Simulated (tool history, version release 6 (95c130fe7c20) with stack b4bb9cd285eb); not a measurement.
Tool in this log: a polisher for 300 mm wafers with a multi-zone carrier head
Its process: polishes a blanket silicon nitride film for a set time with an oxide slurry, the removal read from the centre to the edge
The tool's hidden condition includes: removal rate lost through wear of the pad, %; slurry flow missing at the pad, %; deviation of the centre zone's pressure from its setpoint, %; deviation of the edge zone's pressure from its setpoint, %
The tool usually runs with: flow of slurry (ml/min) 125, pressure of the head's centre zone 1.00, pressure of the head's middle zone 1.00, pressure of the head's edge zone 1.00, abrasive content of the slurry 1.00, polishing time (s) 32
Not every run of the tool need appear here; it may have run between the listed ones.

run     day  flow of slurry (ml/min)  pressure of the head's centre zone  pressure of the head's middle zone  pressure of the head's edge zone  abrasive content of the slurry  polishing time (s)  wafers since the last listed run  wafers polished on this pad  hours since the slurry nozzle was cleaned  hours since the centre zone pressure was calibrated  hours since the edge zone pressure was calibrated  hours since the carrier head's membrane was replaced  incoming thickness of the incoming film, nm  film removed at the wafer's centre (Å)  film removed at mid-radius (Å)  film removed at the wafer's edge (Å)
  1   0.000                      125                                0.93                                1.00                              0.93                            1.00                  32                                 0                         1173                                       62.4                                                 34.3                                              164.3                                                1113.2                                        428.2                                     116                             124                                   128
  2   1.383                      125                                0.93                                1.00                              0.93                            1.00                  32                               280                         1453                                       95.6                                                 67.5                                              197.5                                                1146.4                                        423.5                                     113                             121                                   127
  3   2.467                      125                                1.00                                1.00                              1.00                            1.00                  32                               219                         1672                                      121.6                                                 93.5                                              223.5                                                1172.4                                        427.3                                     120                             120                                   132
  4   4.979                      125                                1.00                                1.00                              0.94                            1.00                  32                               509                         2181                                      181.9                                                153.8                                              283.8                                                1232.7                                        426.7                                     115                             119                                   125
  5   6.775                      125                                1.00                                1.00                              0.94                            1.00                  32                               363                         2545                                      225.0                                                196.9                                              326.9                                                1275.8                                        428.0                                     112                             113                                   124
      7.446  -- worn pad replaced by a new one
      7.633  -- slurry nozzle cleaned, repeated, since the last time left the tool worse
      7.733  -- edge zone pressure recalibrated
  6   9.275                      125                                1.00                                1.00                              1.00                            1.00                  32                               447                          345                                       39.4                                                256.9                                               37.0                                                1335.8                                        426.0                                     143                             142                                   145
  7  10.679                      125                                1.00                                1.00                              1.00                            1.00                  32                               284                          629                                       73.1                                                290.6                                               70.7                                                1369.5                                        436.6                                     143                             139                                   148
  8  13.121                      125                                1.00                                0.89                              1.00                            1.00                  32                               494                         1124                                      131.7                                                349.2                                              129.3                                                1428.1                                        429.2                                     139                             128                                   145
  9  15.233                      125                                1.08                                1.00                              1.00                            1.00                  42                               427                         1552                                      182.4                                                399.9                                              180.0                                                1478.8                                        425.6                                     196                             181                                   191
 10  16.879                      110                                1.00                                1.05                              1.00                            1.10                  42                               333                         1885                                      221.9                                                439.4                                              219.5                                                1518.3                                        430.4                                     174                             184                                   185
     17.162  -- carrier head's membrane replaced by a new one
     18.246  -- centre zone pressure recalibrated
 11  18.267                      125                                1.00                                0.89                              1.00                            1.00                  32                               222                         2107                                      255.2                                                  0.5                                              252.8                                                  26.5                                        431.0                                     133                             123                                   142
     19.804  -- edge zone pressure recalibrated
     20.033  -- slurry nozzle cleaned
 12  20.325                      125                                1.00                                1.08                              1.00                            1.00                  32                               391                         2499                                        7.0                                                 49.9                                               12.5                                                  75.9                                        431.9                                     148                             152                                   148
     20.988  -- worn pad replaced by a new one
 13  22.662                      125                                1.00                                1.00                              1.00                            1.00                  32                               439                          339                                       63.1                                                106.0                                               68.6                                                 132.0                                        424.4                                     141                             140                                   145
 14  23.712                      125                                0.93                                1.00                              1.00                            1.00                  39                               212                          552                                       88.3                                                131.2                                               93.8                                                 157.2                                        430.5                                     167                             170                                   177
 15  25.662                      125                                1.11                                1.06                              1.00                            1.15                  25                               395                          947                                      135.1                                                178.0                                              140.6                                                 204.0                                        424.0                                     128                             118                                   117
 16  26.683                      125                                1.00                                1.00                              1.00                            1.00                  32                               206                         1153                                      159.6                                                202.5                                              165.1                                                 228.5                                        432.9                                     138                             137                                   146
 17  28.554                      125                                0.96                                0.89                              1.11                            1.00                  39                               379                         1532                                      204.5                                                247.4                                              210.0                                                 273.4                                        429.0                                     165                             150                                   183
 18  29.854                      125                                1.09                                1.00                              1.00                            0.75                  28                               263                         1796                                      235.7                                                278.6                                              241.2                                                 304.6                                        424.4                                     119                             110                                   117
     30.621  -- slurry nozzle cleaned
 19  32.546                      125                                1.00                                1.00                              1.00                            1.00                  32                               536                         2333                                       46.2                                                343.2                                              305.8                                                 369.2                                        434.0                                     145                             141                                   147
     32.933  -- worn pad replaced by a new one
     33.421  -- edge zone pressure recalibrated
 20  35.217                      125                                1.00                                0.96                              1.00                            1.30                  32                               490                          445                                      110.3                                                407.3                                               43.1                                                 433.3                                        434.3                                     155                             147                                   156
 21  37.479                      125                                1.00                                1.00                              1.00                            1.00                  32                               458                          904                                      164.6                                                461.6                                               97.4                                                 487.6                                        434.4                                     144                             139                                   144

Branching from run 21: 4 alternative next runs. What would each branch give?
  A  37.496                      125                                1.00                                1.00                              1.00                            1.00                  32                                 3                          907                                      165.0                                                462.0                                               97.8                                                 488.0                                        428.3                                       ?                               ?                                     ?
  B  37.496                      125                                0.91                                1.00                              1.03                            1.00                  32                                 3                          907                                      165.0                                                462.0                                               97.8                                                 488.0                                        428.3                                       ?                               ?                                     ?
  C  37.496                      125                                1.08                                1.00                              1.00                            1.00                  32                                 3                          907                                      165.0                                                462.0                                               97.8                                                 488.0                                        428.3                                       ?                               ?                                     ?
  D  37.496                       85                                1.06                                1.00                              1.00                            0.80                  32                                 3                          907                                      165.0                                                462.0                                               97.8                                                 488.0                                        428.3                                       ?                               ?                                     ?

run  film removed at the wafer's centre (Å)  film removed at mid-radius (Å)  film removed at the wafer's edge (Å)
  A                                     141                             137                                   143
  B                                     131                             137                                   145
  C                                     151                             137                                   143
  D                                     119                             112                                   123
Without the tool's hidden state the same runs would have given:
run  film removed at the wafer's centre (Å)  film removed at mid-radius (Å)  film removed at the wafer's edge (Å)
  A                                     147                             141                                   146
  B                                     136                             141                                   148
  C                                     156                             141                                   146
  D                                     126                             118                                   127

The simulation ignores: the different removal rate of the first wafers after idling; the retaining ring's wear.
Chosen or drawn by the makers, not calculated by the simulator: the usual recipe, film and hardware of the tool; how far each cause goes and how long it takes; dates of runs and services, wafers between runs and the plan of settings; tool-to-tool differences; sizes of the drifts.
